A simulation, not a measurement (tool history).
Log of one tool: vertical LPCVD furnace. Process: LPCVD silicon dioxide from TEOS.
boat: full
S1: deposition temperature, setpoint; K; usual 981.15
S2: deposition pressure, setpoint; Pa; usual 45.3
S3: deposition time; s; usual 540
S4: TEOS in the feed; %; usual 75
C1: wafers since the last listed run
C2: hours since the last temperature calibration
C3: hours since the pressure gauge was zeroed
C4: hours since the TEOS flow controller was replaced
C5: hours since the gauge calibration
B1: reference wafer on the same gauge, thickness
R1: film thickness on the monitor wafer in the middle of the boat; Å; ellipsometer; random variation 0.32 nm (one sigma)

{"run": 1, "hour": 0.0, "S1": 981.15, "S2": 45.3, "S3": 540, "S4": 69, "C1": 0, "C2": 3246.2, "C3": 518.0, "C4": 1796.2, "C5": 166.1, "B1": 90.52, "R1": 950.7}
{"run": 2, "hour": 99.9, "S1": 981.15, "S2": 45.3, "S3": 540, "S4": 69, "C1": 1213, "C2": 3346.1, "C3": 617.9, "C4": 1896.1, "C5": 266.0, "B1": 90.69, "R1": 960.7}
{"run": 3, "hour": 199.3, "S1": 981.15, "S2": 45.3, "S3": 540, "S4": 69, "C1": 1207, "C2": 3445.5, "C3": 717.3, "C4": 1995.5, "C5": 365.4, "B1": 90.7, "R1": 952.0}
{"run": 4, "hour": 294.8, "S1": 981.15, "S2": 40.0, "S3": 540, "S4": 75, "C1": 1160, "C2": 3541.0, "C3": 812.8, "C4": 2091.0, "C5": 460.9, "B1": 90.64, "R1": 944.6}
{"run": 5, "hour": 363.3, "S1": 981.15, "S2": 40.0, "S3": 540, "S4": 75, "C1": 832, "C2": 3609.5, "C3": 881.3, "C4": 2159.5, "C5": 529.4, "B1": 90.6, "R1": 940.7}
{"run": 6, "hour": 409.9, "S1": 981.15, "S2": 40.0, "S3": 540, "S4": 75, "C1": 566, "C2": 3656.1, "C3": 927.9, "C4": 2206.1, "C5": 576.0, "B1": 90.69, "R1": 941.1}
{"run": 7, "hour": 473.9, "S1": 981.15, "S2": 45.3, "S3": 540, "S4": 75, "C1": 777, "C2": 3720.1, "C3": 991.9, "C4": 2270.1, "C5": 640.0, "B1": 90.78, "R1": 1011.9}
{"run": 8, "hour": 544.5, "S1": 981.15, "S2": 45.3, "S3": 540, "S4": 75, "C1": 857, "C2": 3790.7, "C3": 1062.5, "C4": 2340.7, "C5": 710.6, "B1": 90.69, "R1": 1010.8}
{"run": 9, "hour": 647.4, "S1": 981.15, "S2": 45.3, "S3": 540, "S4": 75, "C1": 1250, "C2": 3893.6, "C3": 1165.4, "C4": 2443.6, "C5": 813.5, "B1": 90.8, "R1": 1011.6}
{"run": 10, "hour": 736.0, "S1": 976.15, "S2": 45.3, "S3": 540, "S4": 75, "C1": 1076, "C2": 3982.2, "C3": 1254.0, "C4": 2532.2, "C5": 902.1, "B1": 90.59, "R1": 908.5}
{"hour": 805.3, "done": "thermocouples replaced and temperature profile calibrated"}
{"run": 11, "hour": 805.8, "S1": 981.15, "S2": 45.3, "S3": 540, "S4": 75, "C1": 556, "C2": 0.5, "C3": 1323.8, "C4": 2602.0, "C5": 971.9, "B1": 90.75, "R1": 931.4}
{"hour": 875.3, "done": "TEOS flow controller replaced"}
{"run": 12, "hour": 875.8, "S1": 981.15, "S2": 45.3, "S3": 540, "S4": 75, "C1": 558, "C2": 70.5, "C3": 1393.8, "C4": 0.5, "C5": 1041.9, "B1": 90.74, "R1": 929.1}
{"run": 13, "hour": 923.1, "S1": 981.15, "S2": 45.3, "S3": 540, "S4": 75, "C1": 574, "C2": 117.8, "C3": 1441.1, "C4": 47.8, "C5": 1089.2, "B1": 90.67, "R1": 928.9}
{"run": 14, "hour": 961.8, "S1": 978.15, "S2": 50.0, "S3": 540, "S4": 85, "C1": 470, "C2": 156.5, "C3": 1479.8, "C4": 86.5, "C5": 1127.9, "B1": 90.79, "R1": 976.7}
{"hour": 1004.7, "done": "pressure gauge zeroed"}
{"run": 15, "hour": 1045.8, "S1": 989.15, "S2": 37.3, "S3": 390, "S4": 66, "C1": 728, "C2": 240.5, "C3": 41.1, "C4": 170.5, "C5": 1211.9, "B1": 90.82, "R1": 676.4}
{"run": 16, "hour": 1103.8, "S1": 981.15, "S2": 49.3, "S3": 420, "S4": 87, "C1": 704, "C2": 298.5, "C3": 99.1, "C4": 228.5, "C5": 1269.9, "B1": 90.71, "R1": 800.7}
{"run": 17, "hour": 1198.4, "S1": 986.15, "S2": 56.0, "S3": 540, "S4": 75, "C1": 1149, "C2": 393.1, "C3": 193.7, "C4": 323.1, "C5": 1364.5, "B1": 90.65, "R1": 1145.8}
{"run": 18, "hour": 1243.3, "S1": 981.15, "S2": 45.3, "S3": 540, "S4": 75, "C1": 545, "C2": 438.0, "C3": 238.6, "C4": 368.0, "C5": 1409.4, "B1": 90.62, "R1": 918.6}
{"run": 19, "hour": 1322.1, "S1": 981.15, "S2": 45.3, "S3": 540, "S4": 75, "C1": 957, "C2": 516.8, "C3": 317.4, "C4": 446.8, "C5": 1488.2, "B1": 90.66, "R1": 927.0}
{"hour": 1397.1, "done": "gauge calibrated"}
{"run": 20, "hour": 1416.9, "S1": 981.15, "S2": 45.3, "S3": 540, "S4": 75, "C1": 1151, "C2": 611.6, "C3": 412.2, "C4": 541.6, "C5": 19.8, "B1": 90.84, "R1": 929.9}
{"run": 21, "hour": 1466.5, "S1": 991.15, "S2": 45.3, "S3": 720, "S4": 75, "C1": 602, "C2": 661.2, "C3": 461.8, "C4": 591.2, "C5": 69.4, "B1": 90.84, "R1": 1549.6}
{"run": 22, "hour": 1513.1, "S1": 981.15, "S2": 56.7, "S3": 420, "S4": 75, "C1": 566, "C2": 707.8, "C3": 508.4, "C4": 637.8, "C5": 116.0, "B1": 90.62, "R1": 812.0}
{"run": 23, "hour": 1617.1, "S1": 988.15, "S2": 38.0, "S3": 540, "S4": 63, "C1": 1263, "C2": 811.8, "C3": 612.4, "C4": 741.8, "C5": 220.0, "B1": 90.75, "R1": 930.7}
{"run": 24, "hour": 1679.9, "S1": 981.15, "S2": 54.7, "S3": 540, "S4": 75, "C1": 762, "C2": 874.6, "C3": 675.2, "C4": 804.6, "C5": 282.8, "B1": 90.61, "R1": 1028.5}
{"run": 25, "hour": 1750.6, "S1": 981.15, "S2": 45.3, "S3": 540, "S4": 66, "C1": 858, "C2": 945.3, "C3": 745.9, "C4": 875.3, "C5": 353.5, "B1": 90.62, "R1": 880.4}
{"run": 26, "hour": 1847.2, "S1": 981.15, "S2": 45.3, "S3": 360, "S4": 75, "C1": 1173, "C2": 1041.9, "C3": 842.5, "C4": 971.9, "C5": 450.1, "B1": 90.7, "R1": 628.6}

5 ways to go on from here, each from the tool as it stands after run 26. What would each give?
{"run": "A", "hour": 1851.4, "S1": 981.15, "S2": 45.3, "S3": 540, "S4": 62, "C1": 51, "C2": 1046.1, "C3": 846.7, "C4": 976.1, "C5": 454.3, "B1": "?", "R1": "?"}
{"run": "B", "hour": 1851.4, "S1": 976.15, "S2": 52.7, "S3": 540, "S4": 83, "C1": 51, "C2": 1046.1, "C3": 846.7, "C4": 976.1, "C5": 454.3, "B1": "?", "R1": "?"}
{"run": "C", "hour": 1851.4, "S1": 990.15, "S2": 56.0, "S3": 660, "S4": 62, "C1": 51, "C2": 1046.1, "C3": 846.7, "C4": 976.1, "C5": 454.3, "B1": "?", "R1": "?"}
{"run": "D", "hour": 1851.4, "S1": 975.15, "S2": 45.3, "S3": 540, "S4": 75, "C1": 51, "C2": 1046.1, "C3": 846.7, "C4": 976.1, "C5": 454.3, "B1": "?", "R1": "?"}
{"run": "E", "hour": 1851.4, "S1": 993.15, "S2": 45.3, "S3": 540, "S4": 75, "C1": 51, "C2": 1046.1, "C3": 846.7, "C4": 976.1, "C5": 454.3, "B1": "?", "R1": "?"}

run=A B1=90.64 R1=856.5
run=B B1=90.64 R1=949.7
run=C B1=90.64 R1=1420.3
run=D B1=90.64 R1=820.8
run=E B1=90.64 R1=1234.5
Without the tool's hidden state the same runs would have given:
run=A R1=813.1
run=B R1=903.9
run=C R1=1354.5
run=D R1=779.0
run=E R1=1172.9
